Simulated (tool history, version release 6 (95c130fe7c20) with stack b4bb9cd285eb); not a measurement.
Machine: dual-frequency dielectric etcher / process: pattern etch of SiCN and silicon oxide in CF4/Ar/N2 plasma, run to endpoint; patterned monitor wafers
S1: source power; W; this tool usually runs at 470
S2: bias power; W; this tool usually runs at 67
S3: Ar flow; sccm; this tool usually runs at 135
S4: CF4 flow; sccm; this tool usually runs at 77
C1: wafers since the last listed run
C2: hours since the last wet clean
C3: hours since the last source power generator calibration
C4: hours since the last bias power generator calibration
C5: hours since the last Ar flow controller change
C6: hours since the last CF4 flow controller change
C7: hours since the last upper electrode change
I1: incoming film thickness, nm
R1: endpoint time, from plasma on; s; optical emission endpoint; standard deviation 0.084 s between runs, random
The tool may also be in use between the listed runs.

run 1 day=0.000 | S1=470 S2=78 S3=135 S4=77 | C1=0 C2=33.5 C3=1826.9 C4=188.0 C5=4065.3 C6=10.1 C7=1671.5 | I1=9.30 | R1=10.9
run 2 day=1.412 | S1=470 S2=62 S3=107 S4=86 | C1=468 C2=67.4 C3=1860.8 C4=221.9 C5=4099.2 C6=44.0 C7=1705.4 | I1=9.30 | R1=10.8
run 3 day=2.588 | S1=530 S2=67 S3=135 S4=77 | C1=389 C2=95.6 C3=1889.0 C4=250.1 C5=4127.4 C6=72.2 C7=1733.6 | I1=9.22 | R1=10.2
-- day=3.638 source power generator calibrated
run 4 day=3.888 | S1=470 S2=67 S3=135 S4=77 | C1=375 C2=126.8 C3=6.0 C4=281.3 C5=4158.6 C6=103.4 C7=1764.8 | I1=9.31 | R1=11.1
-- day=4.312 Ar flow controller replaced
run 5 day=4.400 | S1=430 S2=75 S3=124 S4=62 | C1=87 C2=139.1 C3=18.3 C4=293.6 C5=2.1 C6=115.7 C7=1777.1 | I1=9.24 | R1=11.6
run 6 day=5.629 | S1=520 S2=83 S3=135 S4=77 | C1=407 C2=168.6 C3=47.8 C4=323.1 C5=31.6 C6=145.2 C7=1806.6 | I1=9.33 | R1=9.6
run 7 day=6.671 | S1=470 S2=67 S3=135 S4=77 | C1=345 C2=193.6 C3=72.8 C4=348.1 C5=56.6 C6=170.2 C7=1831.6 | I1=9.21 | R1=11.0
run 8 day=7.588 | S1=380 S2=51 S3=145 S4=88 | C1=303 C2=215.6 C3=94.8 C4=370.1 C5=78.6 C6=192.2 C7=1853.6 | I1=9.29 | R1=13.8
run 9 day=8.921 | S1=520 S2=67 S3=135 S4=77 | C1=442 C2=247.6 C3=126.8 C4=402.1 C5=110.6 C6=224.2 C7=1885.6 | I1=9.38 | R1=10.3
run 10 day=9.533 | S1=470 S2=67 S3=135 S4=77 | C1=203 C2=262.3 C3=141.5 C4=416.8 C5=125.3 C6=238.9 C7=1900.3 | I1=9.28 | R1=11.0
run 11 day=10.133 | S1=470 S2=67 S3=109 S4=77 | C1=198 C2=276.7 C3=155.9 C4=431.2 C5=139.7 C6=253.3 C7=1914.7 | I1=9.37 | R1=10.7
run 12 day=11.350 | S1=540 S2=67 S3=112 S4=66 | C1=403 C2=305.9 C3=185.1 C4=460.4 C5=168.9 C6=282.5 C7=1943.9 | I1=9.29 | R1=9.9
-- day=12.571 upper electrode replaced
run 13 day=12.592 | S1=470 S2=56 S3=135 S4=77 | C1=80 C2=335.7 C3=214.9 C4=490.2 C5=198.7 C6=312.3 C7=0.5 | I1=9.34 | R1=11.4
run 14 day=12.604 | S1=510 S2=50 S3=121 S4=64 | C1=4 C2=336.0 C3=215.2 C4=490.5 C5=199.0 C6=312.6 C7=0.8 | I1=9.28 | R1=11.2
run 15 day=13.092 | S1=470 S2=81 S3=135 S4=87 | C1=161 C2=347.7 C3=226.9 C4=502.2 C5=210.7 C6=324.3 C7=12.5 | I1=9.26 | R1=10.1
run 16 day=13.854 | S1=470 S2=67 S3=135 S4=77 | C1=252 C2=366.0 C3=245.2 C4=520.5 C5=229.0 C6=342.6 C7=30.8 | I1=9.25 | R1=10.7
run 17 day=15.354 | S1=360 S2=67 S3=102 S4=77 | C1=497 C2=402.0 C3=281.2 C4=556.5 C5=265.0 C6=378.6 C7=66.8 | I1=9.34 | R1=12.7
run 18 day=16.083 | S1=430 S2=67 S3=151 S4=68 | C1=241 C2=419.5 C3=298.7 C4=574.0 C5=282.5 C6=396.1 C7=84.3 | I1=9.23 | R1=11.9
-- day=19.346 wet clean of the chamber
run 19 day=19.367 | S1=470 S2=67 S3=135 S4=66 | C1=757 C2=0.5 C3=377.5 C4=652.8 C5=361.3 C6=474.9 C7=163.1 | I1=9.19 | R1=11.5
run 20 day=19.379 | S1=470 S2=67 S3=135 S4=77 | C1=4 C2=0.8 C3=377.8 C4=653.1 C5=361.6 C6=475.2 C7=163.4 | I1=9.29 | R1=11.5
run 21 day=19.996 | S1=470 S2=67 S3=123 S4=85 | C1=204 C2=15.6 C3=392.6 C4=667.9 C5=376.4 C6=490.0 C7=178.2 | I1=9.28 | R1=11.2
run 22 day=20.992 | S1=470 S2=67 S3=135 S4=77 | C1=330 C2=39.5 C3=416.5 C4=691.8 C5=400.3 C6=513.9 C7=202.1 | I1=9.21 | R1=11.1
run 23 day=22.046 | S1=560 S2=67 S3=135 S4=90 | C1=349 C2=64.8 C3=441.8 C4=717.1 C5=425.6 C6=539.2 C7=227.4 | I1=9.19 | R1=9.5
run 24 day=22.571 | S1=510 S2=50 S3=121 S4=64 | C1=174 C2=77.4 C3=454.4 C4=729.7 C5=438.2 C6=551.8 C7=240.0 | I1=9.25 | R1=11.5

What was the tool's hidden state at every run in the log?
source power that arrives over what is set, %: 0 at every run
bias power that arrives over what is set, %: 0 at every run
Ar flow that arrives over what is set, %: 0 at every run
CF4 flow that arrives over what is set, %: 0 at every run
H1: etch rate over this chamber's usual, %
run=1 H1=0.682
run=2 H1=1.08
run=3 H1=1.42
run=4 H1=1.79
run=5 H1=1.93
run=6 H1=2.28
run=7 H1=2.58
run=8 H1=2.84
run=9 H1=3.22
run=10 H1=3.39
run=11 H1=3.56
run=12 H1=3.91
run=13 H1=4.26
run=14 H1=4.27
run=15 H1=4.41
run=16 H1=4.62
run=17 H1=5.05
run=18 H1=5.26
run=19 H1=-0.216
run=20 H1=-0.212
run=21 H1=-0.0366
run=22 H1=0.247
run=23 H1=0.547
run=24 H1=0.696

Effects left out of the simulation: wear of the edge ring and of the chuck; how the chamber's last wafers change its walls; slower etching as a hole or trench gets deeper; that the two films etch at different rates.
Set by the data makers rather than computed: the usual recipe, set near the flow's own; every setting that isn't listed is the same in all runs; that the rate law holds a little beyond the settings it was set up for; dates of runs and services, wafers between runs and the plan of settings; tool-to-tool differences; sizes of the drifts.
